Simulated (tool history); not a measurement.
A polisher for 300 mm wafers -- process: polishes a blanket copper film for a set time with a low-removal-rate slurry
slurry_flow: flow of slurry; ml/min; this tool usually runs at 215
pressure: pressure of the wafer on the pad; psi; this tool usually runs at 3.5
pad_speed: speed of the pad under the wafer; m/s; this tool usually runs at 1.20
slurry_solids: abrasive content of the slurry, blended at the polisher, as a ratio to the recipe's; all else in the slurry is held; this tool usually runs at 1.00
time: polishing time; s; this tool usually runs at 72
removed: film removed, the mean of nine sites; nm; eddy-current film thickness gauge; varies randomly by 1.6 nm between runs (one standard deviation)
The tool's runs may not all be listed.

run,hour,slurry_flow,pressure,pad_speed,slurry_solids,time,"incoming thickness of the incoming film, nm",removed
1,0.0,215,3.5,1.20,1.00,72,1229.7,257.0
# hour 17.4: slurry blender recalibrated
2,17.9,215,3.5,1.20,1.00,72,1225.4,256.9
3,33.6,215,3.0,1.32,1.00,72,1241.5,245.1
# hour 44.8: worn pad replaced by a new one
4,45.3,215,3.0,1.32,1.00,72,1202.8,246.0
5,59.5,215,3.5,1.20,1.00,72,1205.1,256.5
6,73.2,215,3.5,0.80,0.80,72,1220.9,164.5
7,85.6,195,3.5,1.20,1.00,72,1206.8,255.3
8,95.8,215,3.5,1.20,1.00,72,1212.3,260.1
9,112.2,255,3.5,1.36,1.00,63,1210.1,259.6
10,127.8,215,4.3,1.20,1.00,72,1232.9,314.8
11,142.6,215,3.5,1.20,1.00,72,1238.1,255.1
12,154.2,215,3.5,1.20,1.10,89,1221.0,322.0
13,161.6,215,3.5,1.20,1.25,72,1204.8,268.8
# hour 168.1: worn pad replaced by a new one
14,177.8,165,3.8,1.54,1.20,72,1239.2,358.0
15,194.3,215,3.5,1.20,1.00,72,1238.0,259.5
# hour 196.6: slurry nozzle cleaned
# hour 208.2: head pressure recalibrated
16,209.6,245,3.5,0.86,0.80,72,1217.9,179.2
17,215.7,215,3.5,1.20,1.00,72,1232.6,260.0
18,229.5,215,3.5,1.20,1.00,72,1232.8,257.3
# hour 242.9: slurry blender recalibrated
19,247.2,175,3.5,1.02,1.10,72,1216.1,215.8
20,254.2,145,4.6,1.38,1.00,94,1206.2,479.8
21,262.2,145,3.5,1.20,1.15,72,1198.7,255.0
22,270.0,215,4.1,1.20,1.00,72,1228.3,300.8
# hour 296.9: worn pad replaced by a new one
23,297.4,155,2.5,1.20,0.75,58,1208.8,139.7
24,304.0,215,2.3,1.20,1.00,72,1244.3,174.4
25,312.6,215,3.5,1.20,1.00,72,1223.9,256.1
26,322.2,215,3.5,1.20,1.00,72,1211.1,256.2
27,332.7,215,4.3,1.20,1.00,55,1211.1,237.5
28,342.3,215,3.5,1.20,1.00,72,1202.1,255.7
29,354.1,215,3.5,1.20,1.00,92,1232.9,329.3

Below are 5 alternative next runs, each starting from the tool's condition after run 29. Predict each:
A,354.5,155,3.5,1.20,1.00,72,1227.8,?
B,354.5,215,4.2,1.20,0.85,72,1227.8,?
C,354.5,255,2.3,1.20,1.20,91,1227.8,?
D,354.5,215,3.5,1.54,1.20,96,1227.8,?
E,354.5,215,3.5,1.34,1.00,54,1227.8,?

run,removed
A,248.7
B,297.2
C,231.2
D,456.1
E,215.6
The same runs, with their run-to-run variation unchanged, on a tool lacking any hidden condition would have given:
run,removed
A,248.7
B,297.2
C,231.2
D,456.1
E,215.6
